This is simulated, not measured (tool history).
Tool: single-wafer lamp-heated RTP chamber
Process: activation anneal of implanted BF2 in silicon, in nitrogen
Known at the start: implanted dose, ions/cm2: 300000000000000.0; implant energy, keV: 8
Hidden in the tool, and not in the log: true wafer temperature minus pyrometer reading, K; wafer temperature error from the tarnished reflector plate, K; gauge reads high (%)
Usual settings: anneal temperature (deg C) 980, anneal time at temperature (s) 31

run,day,anneal temperature (deg C),anneal time at temperature (s),wafers since the last listed run,wafers since the last pyrometer calibration,wafers since the reflector plate was cleaned,hours since the gauge calibration,"read-back reference wafer on the same gauge, sheet resistance",sheet resistance of the implanted and annealed layer (ohm/square)
1,0.000,980,31,0,1723,8551,576.6,502.12,467.64
# day 2.967: reflector plate cleaned
2,4.138,980,31,1786,3509,549,675.9,502.39,462.72
3,7.962,980,31,1796,5305,2345,767.7,501.78,461.52
# day 13.621: pyrometer window cleaned and pyrometer calibrated
4,20.796,980,31,5869,3368,8215,1075.7,501.73,449.43
5,23.954,980,31,1483,4851,9698,1151.5,502.09,446.88
# day 25.046: reflector plate cleaned
# day 25.371: pyrometer window cleaned and pyrometer calibrated, repeated, since the last time left the tool worse
6,27.221,980,17,1225,869,869,1229.9,501.83,490.99
7,30.092,980,17,1348,2217,2217,1298.8,501.49,486.74
# day 32.542: gauge calibrated
8,32.854,980,31,1297,3514,3514,7.5,501.58,462.86
9,37.250,980,31,2064,5578,5578,113.0,502.07,459.92
10,41.096,980,31,1805,7384,7384,205.3,501.98,461.08
# day 42.746: pyrometer window cleaned and pyrometer calibrated
11,43.354,980,31,903,285,8288,259.5,501.79,468.27
# day 45.133: reflector plate cleaned
12,46.429,980,31,1287,1573,609,333.3,501.88,465.88
13,50.204,980,31,1772,3346,2381,423.9,502.45,463.91
14,53.558,980,31,1575,4921,3956,504.4,501.86,464.01
# day 57.250: pyrometer window cleaned and pyrometer calibrated
15,57.892,1006,25,1878,301,5835,608.4,502.17,439.27
16,60.358,966,44,1158,1459,6993,667.6,501.76,475.36
17,63.117,980,47,1295,2755,8288,733.8,501.92,448.75
# day 64.975: reflector plate cleaned
18,64.996,954,25,725,3481,8,778.9,501.98,522.32
19,67.133,993,31,1003,4484,1012,830.2,502.14,441.05
20,70.321,980,31,1496,5981,2509,906.7,501.49,460.89
# day 72.238: pyrometer window cleaned and pyrometer calibrated
21,72.396,962,36,817,74,3327,956.5,501.97,502.32
22,75.379,962,36,1400,1474,4728,1028.1,502.06,497.00
23,77.829,993,25,1150,2625,5878,1086.9,502.23,450.23
24,79.638,1007,31,849,3474,6727,1130.3,502.55,428.02

Forecast each of these 3 alternatives for the next run:
A,79.654,980,31,7,3482,6735,1130.7,?,?
B,79.654,962,19,7,3482,6735,1130.7,?,?
C,79.654,991,41,7,3482,6735,1130.7,?,?

run,"read-back reference wafer on the same gauge, sheet resistance",sheet resistance of the implanted and annealed layer (ohm/square)
A,501.63,462.11
B,501.63,517.22
C,501.63,437.43
Without the tool's hidden state the same runs would have given:
run,sheet resistance of the implanted and annealed layer (ohm/square)
A,470.10
B,529.87
C,443.74
